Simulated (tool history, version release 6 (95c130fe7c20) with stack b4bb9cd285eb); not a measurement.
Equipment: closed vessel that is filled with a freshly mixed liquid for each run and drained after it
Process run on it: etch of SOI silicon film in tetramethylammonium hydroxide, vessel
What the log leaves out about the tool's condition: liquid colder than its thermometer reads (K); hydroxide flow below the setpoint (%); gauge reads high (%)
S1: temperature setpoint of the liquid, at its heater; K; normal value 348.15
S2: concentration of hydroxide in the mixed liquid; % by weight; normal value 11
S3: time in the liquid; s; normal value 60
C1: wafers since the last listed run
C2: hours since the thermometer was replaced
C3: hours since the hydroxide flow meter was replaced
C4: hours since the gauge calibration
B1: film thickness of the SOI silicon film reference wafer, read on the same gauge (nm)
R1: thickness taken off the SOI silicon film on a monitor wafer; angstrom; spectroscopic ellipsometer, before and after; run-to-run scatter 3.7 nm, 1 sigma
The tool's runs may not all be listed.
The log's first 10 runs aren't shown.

run 11 day=11.588 | S1=348.15 S2=11 S3=60 | C1=1904 C2=743.4 C3=1590.6 C4=428 | B1=99.98 | R1=5876.1
run 12 day=12.942 | S1=348.15 S2=11 S3=90 | C1=2036 C2=775.9 C3=1623.1 C4=460.5 | B1=100.02 | R1=9026.7
run 13 day=13.575 | S1=348.15 S2=12.5 S3=85 | C1=952 C2=791.1 C3=1638.3 C4=475.7 | B1=99.96 | R1=8108.5
-- day=14.5 hydroxide flow meter replaced
run 14 day=14.754 | S1=355.65 S2=8 S3=75 | C1=1710 C2=819.4 C3=6.1 C4=504 | B1=100 | R1=12150.9
run 15 day=15.746 | S1=348.15 S2=13.5 S3=60 | C1=1491 C2=843.2 C3=29.9 C4=527.8 | B1=99.97 | R1=5214.3
-- day=16.1 thermometer replaced
run 16 day=16.658 | S1=348.15 S2=8.5 S3=60 | C1=1309 C2=13.4 C3=51.8 C4=549.7 | B1=100.02 | R1=6247.3
run 17 day=17.821 | S1=348.15 S2=11 S3=60 | C1=1748 C2=41.3 C3=79.7 C4=577.6 | B1=99.99 | R1=5773.3
run 18 day=19.279 | S1=348.15 S2=11 S3=60 | C1=2193 C2=76.3 C3=114.7 C4=612.6 | B1=99.98 | R1=5700.6
run 19 day=20.088 | S1=353.65 S2=11 S3=60 | C1=1215 C2=95.7 C3=134.1 C4=632 | B1=100 | R1=7767.6
run 20 day=21.212 | S1=355.65 S2=11 S3=60 | C1=1691 C2=122.7 C3=161.1 C4=659 | B1=100.03 | R1=8656.4
run 21 day=21.746 | S1=355.15 S2=11 S3=60 | C1=802 C2=135.5 C3=173.9 C4=671.8 | B1=100.01 | R1=8418
run 22 day=22.308 | S1=340.15 S2=8.5 S3=80 | C1=845 C2=149 C3=187.4 C4=685.3 | B1=99.99 | R1=5186.8
run 23 day=23.358 | S1=348.15 S2=11 S3=60 | C1=1578 C2=174.2 C3=212.6 C4=710.5 | B1=99.98 | R1=5674.1
-- day=23.9 gauge calibrated
run 24 day=24.742 | S1=342.65 S2=8.5 S3=75 | C1=2080 C2=207.4 C3=245.8 C4=20.2 | B1=100.04 | R1=5763.1
run 25 day=25.804 | S1=348.15 S2=11 S3=95 | C1=1597 C2=232.9 C3=271.3 C4=45.7 | B1=100.05 | R1=8932.1
run 26 day=27.121 | S1=348.15 S2=11 S3=80 | C1=1979 C2=264.5 C3=302.9 C4=77.3 | B1=99.97 | R1=7601.8
run 27 day=28.454 | S1=351.65 S2=9 S3=85 | C1=2005 C2=296.5 C3=334.9 C4=109.3 | B1=100.02 | R1=10557.6
run 28 day=29.846 | S1=348.15 S2=11 S3=60 | C1=2092 C2=329.9 C3=368.3 C4=142.7 | B1=99.98 | R1=5765.6
run 29 day=30.579 | S1=344.15 S2=13 S3=85 | C1=1102 C2=347.5 C3=385.9 C4=160.3 | B1=100.02 | R1=6049.7
run 30 day=31.9 | S1=353.65 S2=12.5 S3=75 | C1=1986 C2=379.2 C3=417.6 C4=192 | B1=99.99 | R1=9383.9
run 31 day=32.892 | S1=348.15 S2=13.5 S3=40 | C1=1491 C2=403 C3=441.4 C4=215.8 | B1=99.95 | R1=3522
run 32 day=34.35 | S1=348.15 S2=11 S3=60 | C1=2193 C2=438 C3=476.4 C4=250.8 | B1=100.01 | R1=5766.9
run 33 day=34.975 | S1=348.15 S2=12.5 S3=60 | C1=939 C2=453 C3=491.4 C4=265.8 | B1=99.96 | R1=5482.3
run 34 day=36.246 | S1=351.65 S2=13 S3=35 | C1=1911 C2=483.5 C3=521.9 C4=296.3 | B1=100.02 | R1=3874.3
run 35 day=38.554 | S1=348.15 S2=11 S3=60 | C1=3471 C2=538.9 C3=577.3 C4=351.7 | B1=100 | R1=5822.7

3 ways to go on from here, each from the tool as it stands after run 35. What would each give?
run A day=38.583 | S1=348.15 S2=11 S3=60 | C1=43 C2=539.6 C3=578 C4=352.4 | B1=? | R1=?
run B day=38.583 | S1=344.65 S2=11 S3=80 | C1=43 C2=539.6 C3=578 C4=352.4 | B1=? | R1=?
run C day=38.583 | S1=345.15 S2=11 S3=70 | C1=43 C2=539.6 C3=578 C4=352.4 | B1=? | R1=?

run=A B1=100.01 R1=5796.4
run=B B1=100.01 R1=6317.3
run=C B1=100.01 R1=5690.6
Stripped of hidden state, with their random variation kept, the same runs would have yielded:
run=A R1=5682.2
run=B R1=6192.8
run=C R1=5578.5

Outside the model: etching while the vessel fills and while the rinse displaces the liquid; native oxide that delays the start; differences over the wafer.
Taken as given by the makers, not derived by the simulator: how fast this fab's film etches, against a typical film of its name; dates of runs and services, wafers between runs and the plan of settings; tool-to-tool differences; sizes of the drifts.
